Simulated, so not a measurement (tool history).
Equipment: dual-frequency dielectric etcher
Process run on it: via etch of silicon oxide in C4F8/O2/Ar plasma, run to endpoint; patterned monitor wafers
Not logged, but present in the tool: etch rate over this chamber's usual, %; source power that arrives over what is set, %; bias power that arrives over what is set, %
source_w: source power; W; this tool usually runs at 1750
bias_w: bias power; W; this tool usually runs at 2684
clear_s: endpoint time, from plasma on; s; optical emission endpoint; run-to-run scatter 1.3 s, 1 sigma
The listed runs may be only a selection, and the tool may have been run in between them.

| run | hour | source_w | bias_w | wafers since the last listed run | hours since the last wet clean | hours since the last source power generator calibration | hours since the last bias power generator calibration | hours since the last upper electrode change | incoming incoming film thickness, nm | clear_s |
|---|---|---|---|---|---|---|---|---|---|---|
| 1 | 0.0 | 1750 | 2684 | 0 | 360.1 | 1199.7 | 2814.0 | 5364.4 | 1723.6 | 329.8 |
|  | 61.7 | wet clean of the chamber |
| 2 | 80.7 | 1750 | 2684 | 308 | 19.0 | 1280.4 | 2894.7 | 5445.1 | 1724.2 | 318.4 |
| 3 | 129.2 | 1750 | 2684 | 263 | 67.5 | 1328.9 | 2943.2 | 5493.6 | 1721.4 | 321.3 |
| 4 | 220.7 | 1750 | 2684 | 497 | 159.0 | 1420.4 | 3034.7 | 5585.1 | 1724.8 | 327.4 |
| 5 | 305.1 | 1750 | 2684 | 459 | 243.4 | 1504.8 | 3119.1 | 5669.5 | 1728.4 | 329.0 |
| 6 | 347.3 | 1750 | 2305 | 229 | 285.6 | 1547.0 | 3161.3 | 5711.7 | 1732.5 | 346.6 |
|  | 419.3 | wet clean of the chamber |
| 7 | 419.8 | 1750 | 2305 | 263 | 0.5 | 1619.5 | 3233.8 | 5784.2 | 1727.6 | 332.1 |
| 8 | 479.2 | 1750 | 2684 | 323 | 59.9 | 1678.9 | 3293.2 | 5843.6 | 1709.2 | 315.5 |
| 9 | 548.7 | 1750 | 2684 | 378 | 129.4 | 1748.4 | 3362.7 | 5913.1 | 1738.1 | 322.9 |
| 10 | 612.1 | 1750 | 2684 | 344 | 192.8 | 1811.8 | 3426.1 | 5976.5 | 1714.2 | 323.4 |
| 11 | 677.3 | 1750 | 2684 | 354 | 258.0 | 1877.0 | 3491.3 | 6041.7 | 1730.7 | 326.9 |
|  | 774.5 | upper electrode replaced, of another model than before |
|  | 793.9 | wet clean of the chamber |
| 12 | 794.4 | 1750 | 2684 | 400 | 0.5 | 1994.1 | 3608.4 | 19.9 | 1737.1 | 318.2 |
| 13 | 836.0 | 1750 | 2684 | 226 | 42.1 | 2035.7 | 3650.0 | 61.5 | 1741.0 | 321.1 |
|  | 910.5 | source power generator calibrated |
| 14 | 930.1 | 1750 | 2684 | 490 | 136.2 | 19.6 | 3744.1 | 155.6 | 1728.6 | 322.4 |
| 15 | 1029.7 | 1880 | 3217 | 541 | 235.8 | 119.2 | 3843.7 | 255.2 | 1729.6 | 310.8 |
| 16 | 1121.8 | 1750 | 2305 | 501 | 327.9 | 211.3 | 3935.8 | 347.3 | 1723.7 | 339.1 |
|  | 1193.3 | wet clean of the chamber |
| 17 | 1198.3 | 1630 | 2684 | 285 | 5.0 | 287.8 | 4012.3 | 423.8 | 1741.4 | 324.9 |
| 18 | 1293.2 | 1530 | 2138 | 516 | 99.9 | 382.7 | 4107.2 | 518.7 | 1750.3 | 353.1 |
| 19 | 1366.5 | 1750 | 3171 | 398 | 173.2 | 456.0 | 4180.5 | 592.0 | 1730.3 | 313.5 |
| 20 | 1501.8 | 1630 | 2970 | 736 | 308.5 | 591.3 | 4315.8 | 727.3 | 1727.8 | 328.3 |
| 21 | 1576.6 | 1570 | 2453 | 406 | 383.3 | 666.1 | 4390.6 | 802.1 | 1712.6 | 342.9 |
|  | 1604.0 | bias power generator calibrated |
|  | 1625.8 | wet clean of the chamber |
| 22 | 1635.4 | 1750 | 2684 | 179 | 9.6 | 724.9 | 31.4 | 860.9 | 1727.1 | 312.3 |
| 23 | 1694.1 | 1500 | 2295 | 319 | 68.3 | 783.6 | 90.1 | 919.6 | 1747.0 | 340.7 |
| 24 | 1736.5 | 1530 | 2138 | 230 | 110.7 | 826.0 | 132.5 | 962.0 | 1738.7 | 341.3 |
| 25 | 1824.9 | 2130 | 2942 | 480 | 199.1 | 914.4 | 220.9 | 1050.4 | 1726.1 | 299.3 |
| 26 | 1917.9 | 1910 | 2042 | 505 | 292.1 | 1007.4 | 313.9 | 1143.4 | 1720.5 | 331.6 |
| 27 | 1977.9 | 1750 | 3053 | 326 | 352.1 | 1067.4 | 373.9 | 1203.4 | 1707.6 | 313.9 |
| 28 | 2016.5 | 1750 | 2684 | 209 | 390.7 | 1106.0 | 412.5 | 1242.0 | 1726.9 | 328.4 |

For each run, the measured value with the value that run would have given without the tool's hidden condition subtracted. The run-to-run variation is shared by both, the gauge scatter possibly not:
| run | clear_s |
|---|---|
| 1 | +15.1 |
| 2 | +4.7 |
| 3 | +6.6 |
| 4 | +10.4 |
| 5 | +13.7 |
| 6 | +16.2 |
| 7 | +0.6 |
| 8 | +2.8 |
| 9 | +5.5 |
| 10 | +8.0 |
| 11 | +10.6 |
| 12 | +0.9 |
| 13 | +2.4 |
| 14 | +6.1 |
| 15 | +9.5 |
| 16 | +14.2 |
| 17 | +2.0 |
| 18 | +6.1 |
| 19 | +8.3 |
| 20 | +13.9 |
| 21 | +17.6 |
| 22 | -3.8 |
| 23 | -1.8 |
| 24 | +0.0 |
| 25 | +3.1 |
| 26 | +7.1 |
| 27 | +9.0 |
| 28 | +10.9 |

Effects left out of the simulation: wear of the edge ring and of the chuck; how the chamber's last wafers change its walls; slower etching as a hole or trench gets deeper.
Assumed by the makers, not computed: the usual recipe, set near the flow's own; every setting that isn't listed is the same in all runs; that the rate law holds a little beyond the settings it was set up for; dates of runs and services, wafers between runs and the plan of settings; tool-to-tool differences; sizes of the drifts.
